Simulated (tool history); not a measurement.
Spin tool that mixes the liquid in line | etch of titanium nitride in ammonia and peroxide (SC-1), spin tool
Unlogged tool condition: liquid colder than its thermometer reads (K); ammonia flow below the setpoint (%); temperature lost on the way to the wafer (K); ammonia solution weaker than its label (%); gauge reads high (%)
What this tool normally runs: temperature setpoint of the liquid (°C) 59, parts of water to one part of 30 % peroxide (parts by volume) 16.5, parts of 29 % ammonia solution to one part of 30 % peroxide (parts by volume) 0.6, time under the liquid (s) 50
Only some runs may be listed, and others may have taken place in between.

run,hour,temperature setpoint of the liquid (°C),parts of water to one part of 30 % peroxide (parts by volume),parts of 29 % ammonia solution to one part of 30 % peroxide (parts by volume),time under the liquid (s),wafers since the last listed run,hours since the thermometer was replaced,hours since the ammonia flow meter was replaced,hours since the heated supply line was repaired,hours since the drum of ammonia solution was connected,hours since the gauge calibration,"read-back film thickness of the titanium nitride reference wafer, read on the same gauge (nm)",thickness taken off the titanium nitride on a monitor wafer (angstrom)
1,0,59,16.5,0.6,35,0,2403.4,904.1,438,205.4,628.1,80,58
2,72.5,59,16.5,0.6,50,1023,2475.9,976.6,510.5,277.9,700.6,80,81.8
3,113.9,59,16.5,0.6,50,584,2517.3,1018,551.9,319.3,742,80,82
4,158.5,59,16.5,0.6,50,629,2561.9,1062.6,596.5,363.9,786.6,79.99,81.8
5,235.4,59,16.5,0.6,50,1085,2638.8,1139.5,673.4,440.8,863.5,79.98,81.9
6,297.4,59,16.5,0.6,50,875,2700.8,1201.5,735.4,502.8,925.5,80,81.5
7,377.7,59,16.5,0.6,50,1133,2781.1,1281.8,815.7,583.1,1005.8,79.99,81.7
# hour 465.3: gauge calibrated
8,470.9,59,16.5,0.6,50,1315,2874.3,1375,908.9,676.3,5.6,80.02,80.2
# hour 474.6: new drum of ammonia solution connected
# hour 498.1: heated supply line repaired
9,534.5,59,16.5,0.6,50,869,2937.9,1438.6,36.4,59.9,69.2,80,82.4
10,599,63.5,16.5,0.85,30,910,3002.4,1503.1,100.9,124.4,133.7,79.98,71
# hour 603.7: thermometer replaced
# hour 666.7: ammonia flow meter replaced
11,687.9,51.5,16.5,0.3,20,1226,84.2,21.2,189.8,213.3,222.6,79.98,17.4
12,735.6,59,16.5,0.6,50,673,131.9,68.9,237.5,261,270.3,79.99,82.3
13,790.2,63,23,0.35,70,770,186.5,123.5,292.1,315.6,324.9,80.04,112
14,894.1,59,23.5,0.6,75,1466,290.4,227.4,396,419.5,428.8,79.99,99.7
15,991.2,49,12.5,0.45,75,1370,387.5,324.5,493.1,516.6,525.9,79.98,68.5
16,1029.9,59,13.5,0.6,35,546,426.2,363.2,531.8,555.3,564.6,80.01,63.2

Run by run, hidden condition taken away, random variation retained:
run,thickness taken off the titanium nitride on a monitor wafer (angstrom)
1,58.4
2,82.6
3,82.9
4,82.9
5,83.1
6,82.9
7,83.4
8,82.1
9,82.6
10,71.2
11,17.5
12,83
13,113.2
14,101.1
15,69.6
16,64.4

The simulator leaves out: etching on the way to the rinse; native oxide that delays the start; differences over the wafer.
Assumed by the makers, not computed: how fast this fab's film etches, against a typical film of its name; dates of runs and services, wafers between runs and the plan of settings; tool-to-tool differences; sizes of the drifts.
